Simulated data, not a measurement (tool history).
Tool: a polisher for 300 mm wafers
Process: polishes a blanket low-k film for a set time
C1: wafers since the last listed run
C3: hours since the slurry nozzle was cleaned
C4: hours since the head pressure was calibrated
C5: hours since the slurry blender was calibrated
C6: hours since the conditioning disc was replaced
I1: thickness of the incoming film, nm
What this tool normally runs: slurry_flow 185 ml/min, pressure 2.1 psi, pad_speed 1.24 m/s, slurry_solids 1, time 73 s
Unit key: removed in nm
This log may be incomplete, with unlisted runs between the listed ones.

{"run": 1, "hour": 0.0, "slurry_flow": 185, "pressure": 2.1, "pad_speed": 1.24, "slurry_solids": 1, "time": 73, "C1": 0, "wafers polished on this pad": 4, "C3": 600, "C4": 1112.8, "C5": 72.7, "C6": 203.9, "I1": 666, "removed": 40.8}
{"hour": 4.5, "done": "conditioning disc replaced and pad reconditioned"}
{"run": 2, "hour": 9.7, "slurry_flow": 185, "pressure": 2.1, "pad_speed": 1.24, "slurry_solids": 1, "time": 73, "C1": 58, "wafers polished on this pad": 63, "C3": 609.7, "C4": 1122.5, "C5": 82.4, "C6": 5.2, "I1": 661.1, "removed": 39.4}
{"run": 3, "hour": 16.4, "slurry_flow": 185, "pressure": 2.5, "pad_speed": 1.1, "slurry_solids": 1, "time": 73, "C1": 51, "wafers polished on this pad": 114, "C3": 616.4, "C4": 1129.2, "C5": 89.1, "C6": 11.9, "I1": 671.5, "removed": 44.9}
{"run": 4, "hour": 28.0, "slurry_flow": 225, "pressure": 2.1, "pad_speed": 1.24, "slurry_solids": 1.15, "time": 73, "C1": 88, "wafers polished on this pad": 202, "C3": 628, "C4": 1140.8, "C5": 100.7, "C6": 23.5, "I1": 657.6, "removed": 42.4}
{"run": 5, "hour": 43.3, "slurry_flow": 185, "pressure": 2.1, "pad_speed": 1.24, "slurry_solids": 1, "time": 73, "C1": 116, "wafers polished on this pad": 319, "C3": 643.3, "C4": 1156.1, "C5": 116, "C6": 38.8, "I1": 682.2, "removed": 39.6}
{"run": 6, "hour": 50.8, "slurry_flow": 130, "pressure": 1.6, "pad_speed": 1.24, "slurry_solids": 1, "time": 73, "C1": 57, "wafers polished on this pad": 377, "C3": 650.8, "C4": 1163.6, "C5": 123.5, "C6": 46.3, "I1": 660.5, "removed": 30.6}
{"run": 7, "hour": 59.3, "slurry_flow": 185, "pressure": 2.1, "pad_speed": 1.24, "slurry_solids": 0.85, "time": 94, "C1": 64, "wafers polished on this pad": 442, "C3": 659.3, "C4": 1172.1, "C5": 132, "C6": 54.8, "I1": 669.2, "removed": 49.5}
{"hour": 65.6, "done": "head pressure recalibrated"}
{"run": 8, "hour": 69.2, "slurry_flow": 185, "pressure": 2.1, "pad_speed": 1.24, "slurry_solids": 0.8, "time": 73, "C1": 60, "wafers polished on this pad": 502, "C3": 669.2, "C4": 3.6, "C5": 141.9, "C6": 64.7, "I1": 670.1, "removed": 33.7}
{"run": 9, "hour": 85.1, "slurry_flow": 155, "pressure": 2.1, "pad_speed": 1.12, "slurry_solids": 1, "time": 73, "C1": 121, "wafers polished on this pad": 624, "C3": 685.1, "C4": 19.5, "C5": 157.8, "C6": 80.6, "I1": 668.8, "removed": 34.8}
{"hour": 90.6, "done": "slurry blender recalibrated"}
{"run": 10, "hour": 102.7, "slurry_flow": 185, "pressure": 2.1, "pad_speed": 1.24, "slurry_solids": 1, "time": 73, "C1": 119, "wafers polished on this pad": 743, "C3": 702.7, "C4": 37.1, "C5": 12.1, "C6": 98.2, "I1": 674.7, "removed": 37.4}
{"hour": 106.8, "done": "worn pad replaced by a new one"}
{"run": 11, "hour": 121.5, "slurry_flow": 245, "pressure": 2.8, "pad_speed": 1.24, "slurry_solids": 1, "time": 73, "C1": 113, "wafers polished on this pad": 112, "C3": 721.5, "C4": 55.9, "C5": 30.9, "C6": 117, "I1": 680, "removed": 48.5}
{"run": 12, "hour": 133.0, "slurry_flow": 185, "pressure": 1.8, "pad_speed": 1.4, "slurry_solids": 0.7, "time": 49, "C1": 87, "wafers polished on this pad": 200, "C3": 733, "C4": 67.4, "C5": 42.4, "C6": 128.5, "I1": 668.4, "removed": 21}
{"run": 13, "hour": 155.5, "slurry_flow": 185, "pressure": 2.1, "pad_speed": 1.24, "slurry_solids": 1, "time": 73, "C1": 171, "wafers polished on this pad": 372, "C3": 755.5, "C4": 89.9, "C5": 64.9, "C6": 151, "I1": 660, "removed": 37.4}
{"hour": 169.6, "done": "slurry nozzle cleaned"}
{"run": 14, "hour": 170.1, "slurry_flow": 135, "pressure": 2.1, "pad_speed": 1.44, "slurry_solids": 1.15, "time": 53, "C1": 103, "wafers polished on this pad": 476, "C3": 0.5, "C4": 104.5, "C5": 79.5, "C6": 165.6, "I1": 669.2, "removed": 30.6}
{"run": 15, "hour": 186.5, "slurry_flow": 185, "pressure": 2.6, "pad_speed": 1.24, "slurry_solids": 1, "time": 73, "C1": 125, "wafers polished on this pad": 601, "C3": 16.9, "C4": 120.9, "C5": 95.9, "C6": 182, "I1": 678, "removed": 46.4}
{"hour": 188.5, "done": "conditioning disc replaced and pad reconditioned"}
{"run": 16, "hour": 195.6, "slurry_flow": 185, "pressure": 2.1, "pad_speed": 1.24, "slurry_solids": 1, "time": 73, "C1": 54, "wafers polished on this pad": 656, "C3": 26, "C4": 130, "C5": 105, "C6": 7.1, "I1": 671.4, "removed": 38.9}
{"run": 17, "hour": 201.9, "slurry_flow": 210, "pressure": 2.1, "pad_speed": 1.24, "slurry_solids": 1.25, "time": 96, "C1": 48, "wafers polished on this pad": 704, "C3": 32.3, "C4": 136.3, "C5": 111.3, "C6": 13.4, "I1": 674.6, "removed": 52.6}
{"run": 18, "hour": 208.2, "slurry_flow": 185, "pressure": 2.1, "pad_speed": 1.24, "slurry_solids": 1, "time": 73, "C1": 48, "wafers polished on this pad": 752, "C3": 38.6, "C4": 142.6, "C5": 117.6, "C6": 19.7, "I1": 673, "removed": 37.7}
{"hour": 217.0, "done": "worn pad replaced by a new one"}
{"run": 19, "hour": 223.9, "slurry_flow": 185, "pressure": 2.1, "pad_speed": 1.24, "slurry_solids": 1, "time": 73, "C1": 89, "wafers polished on this pad": 52, "C3": 54.3, "C4": 158.3, "C5": 133.3, "C6": 35.4, "I1": 664.3, "removed": 39.2}
{"run": 20, "hour": 240.4, "slurry_flow": 220, "pressure": 2.1, "pad_speed": 1.06, "slurry_solids": 1, "time": 92, "C1": 126, "wafers polished on this pad": 179, "C3": 70.8, "C4": 174.8, "C5": 149.8, "C6": 51.9, "I1": 676.7, "removed": 44.1}
{"run": 21, "hour": 256.4, "slurry_flow": 185, "pressure": 2.4, "pad_speed": 1.42, "slurry_solids": 1, "time": 73, "C1": 122, "wafers polished on this pad": 301, "C3": 86.8, "C4": 190.8, "C5": 165.8, "C6": 67.9, "I1": 668.6, "removed": 47.3}
{"run": 22, "hour": 268.6, "slurry_flow": 230, "pressure": 2.1, "pad_speed": 1.24, "slurry_solids": 0.8, "time": 73, "C1": 93, "wafers polished on this pad": 394, "C3": 99, "C4": 203, "C5": 178, "C6": 80.1, "I1": 674.2, "removed": 35.9}
{"run": 23, "hour": 279.9, "slurry_flow": 185, "pressure": 2.1, "pad_speed": 1.24, "slurry_solids": 1, "time": 73, "C1": 86, "wafers polished on this pad": 481, "C3": 110.3, "C4": 214.3, "C5": 189.3, "C6": 91.4, "I1": 673.8, "removed": 38.9}
{"hour": 282.0, "done": "slurry blender recalibrated"}
{"run": 24, "hour": 288.4, "slurry_flow": 185, "pressure": 2.1, "pad_speed": 1.24, "slurry_solids": 1, "time": 73, "C1": 49, "wafers polished on this pad": 530, "C3": 118.8, "C4": 222.8, "C5": 6.4, "C6": 99.9, "I1": 674.2, "removed": 38.6}
{"run": 25, "hour": 298.3, "slurry_flow": 230, "pressure": 2.1, "pad_speed": 1.66, "slurry_solids": 0.75, "time": 65, "C1": 75, "wafers polished on this pad": 606, "C3": 128.7, "C4": 232.7, "C5": 16.3, "C6": 109.8, "I1": 663.3, "removed": 37.6}
{"run": 26, "hour": 306.0, "slurry_flow": 185, "pressure": 2.1, "pad_speed": 1.24, "slurry_solids": 1, "time": 73, "C1": 58, "wafers polished on this pad": 665, "C3": 136.4, "C4": 240.4, "C5": 24, "C6": 117.5, "I1": 669.9, "removed": 39.7}
{"hour": 321.5, "done": "worn pad replaced by a new one"}
{"run": 27, "hour": 322.0, "slurry_flow": 185, "pressure": 1.8, "pad_speed": 1.44, "slurry_solids": 1, "time": 73, "C1": 91, "wafers polished on this pad": 3, "C3": 152.4, "C4": 256.4, "C5": 40, "C6": 133.5, "I1": 665.4, "removed": 37.6}

Predict each of these 3 candidate next runs independently; none follows another, all start after run 27:
{"run": "A", "hour": 322.4, "slurry_flow": 185, "pressure": 2.1, "pad_speed": 1.24, "slurry_solids": 1, "time": 73, "C1": 3, "wafers polished on this pad": 6, "C3": 152.8, "C4": 256.8, "C5": 40.4, "C6": 133.9, "I1": 669.7, "removed": "?"}
{"run": "B", "hour": 322.4, "slurry_flow": 185, "pressure": 1.5, "pad_speed": 0.9, "slurry_solids": 0.75, "time": 73, "C1": 3, "wafers polished on this pad": 6, "C3": 152.8, "C4": 256.8, "C5": 40.4, "C6": 133.9, "I1": 669.7, "removed": "?"}
{"run": "C", "hour": 322.4, "slurry_flow": 150, "pressure": 2.1, "pad_speed": 1.24, "slurry_solids": 1, "time": 80, "C1": 3, "wafers polished on this pad": 6, "C3": 152.8, "C4": 256.8, "C5": 40.4, "C6": 133.9, "I1": 669.7, "removed": "?"}

run=A removed=38.1
run=B removed=21.7
run=C removed=40.8
Without the tool's hidden state the same runs would have given:
run=A removed=36
run=B removed=20.5
run=C removed=38.6
